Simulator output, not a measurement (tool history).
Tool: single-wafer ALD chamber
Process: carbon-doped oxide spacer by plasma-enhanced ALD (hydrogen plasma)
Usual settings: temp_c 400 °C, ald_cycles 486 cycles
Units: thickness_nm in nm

| run | day | temp_c | ald_cycles | wafers since the last listed run | hours since the last thermocouple change | hours since the gauge calibration | read-back reference wafer on the same gauge, thickness_nm | thickness_nm |
|---|---|---|---|---|---|---|---|---|
| 1 | 0.000 | 400 | 486 | 0 | 2768.8 | 223.5 | 28.304 | 25.682 |
| 2 | 1.338 | 400 | 486 | 27 | 2800.9 | 255.6 | 28.301 | 25.669 |
| 3 | 2.138 | 391 | 486 | 16 | 2820.1 | 274.8 | 28.291 | 25.665 |
| 4 | 3.342 | 391 | 486 | 24 | 2849.0 | 303.7 | 28.293 | 25.753 |
| 5 | 3.908 | 391 | 486 | 11 | 2862.6 | 317.3 | 28.314 | 25.772 |
|  | 4.338 | gauge calibrated |
| 6 | 4.650 | 400 | 486 | 15 | 2880.4 | 7.5 | 28.298 | 25.768 |
| 7 | 5.846 | 400 | 486 | 24 | 2909.1 | 36.2 | 28.280 | 25.781 |
| 8 | 6.571 | 400 | 486 | 14 | 2926.5 | 53.6 | 28.294 | 25.704 |
| 9 | 7.958 | 400 | 486 | 28 | 2959.8 | 86.9 | 28.301 | 25.776 |
| 10 | 8.500 | 400 | 486 | 11 | 2972.8 | 99.9 | 28.305 | 25.795 |
| 11 | 9.558 | 400 | 486 | 21 | 2998.2 | 125.3 | 28.289 | 25.716 |
| 12 | 10.446 | 400 | 486 | 18 | 3019.5 | 146.6 | 28.302 | 25.711 |
| 13 | 11.204 | 392 | 554 | 15 | 3037.7 | 164.8 | 28.302 | 29.356 |
| 14 | 11.812 | 405 | 452 | 12 | 3052.3 | 179.4 | 28.295 | 23.570 |
| 15 | 12.954 | 396 | 486 | 23 | 3079.7 | 206.8 | 28.306 | 25.842 |
|  | 13.671 | thermocouple changed; heater temperature recalibrated |
| 16 | 14.346 | 410 | 455 | 21 | 16.2 | 240.2 | 28.303 | 23.234 |
| 17 | 15.204 | 407 | 555 | 17 | 36.8 | 260.8 | 28.300 | 28.720 |
|  | 15.696 | gauge calibrated |
| 18 | 15.829 | 395 | 408 | 12 | 51.8 | 3.2 | 28.310 | 21.643 |
| 19 | 16.946 | 413 | 456 | 23 | 78.6 | 30.0 | 28.296 | 23.043 |
| 20 | 18.038 | 400 | 486 | 22 | 104.8 | 56.2 | 28.301 | 25.766 |
| 21 | 18.692 | 407 | 555 | 13 | 120.5 | 71.9 | 28.299 | 28.766 |
| 22 | 19.654 | 405 | 452 | 19 | 143.6 | 95.0 | 28.293 | 23.550 |
| 23 | 20.696 | 405 | 486 | 21 | 168.6 | 120.0 | 28.296 | 25.391 |
| 24 | 21.625 | 405 | 514 | 19 | 190.9 | 142.3 | 28.300 | 26.814 |
| 25 | 22.512 | 388 | 460 | 18 | 212.2 | 163.6 | 28.298 | 24.370 |

4 ways to go on from here, each from the tool as it stands after run 25. What would each give?
| A | 22.558 | 400 | 486 | 0 | 213.3 | 164.7 | ? | ? |
| B | 22.558 | 404 | 403 | 0 | 213.3 | 164.7 | ? | ? |
| C | 22.558 | 395 | 544 | 0 | 213.3 | 164.7 | ? | ? |
| D | 22.558 | 400 | 524 | 0 | 213.3 | 164.7 | ? | ? |

| run | read-back reference wafer on the same gauge, thickness_nm | thickness_nm |
|---|---|---|
| A | 28.313 | 25.794 |
| B | 28.313 | 21.096 |
| C | 28.313 | 28.873 |
| D | 28.313 | 27.811 |
Without the tool's hidden state the same runs would have given:
| run | thickness_nm |
|---|---|
| A | 25.794 |
| B | 21.096 |
| C | 28.873 |
| D | 27.811 |

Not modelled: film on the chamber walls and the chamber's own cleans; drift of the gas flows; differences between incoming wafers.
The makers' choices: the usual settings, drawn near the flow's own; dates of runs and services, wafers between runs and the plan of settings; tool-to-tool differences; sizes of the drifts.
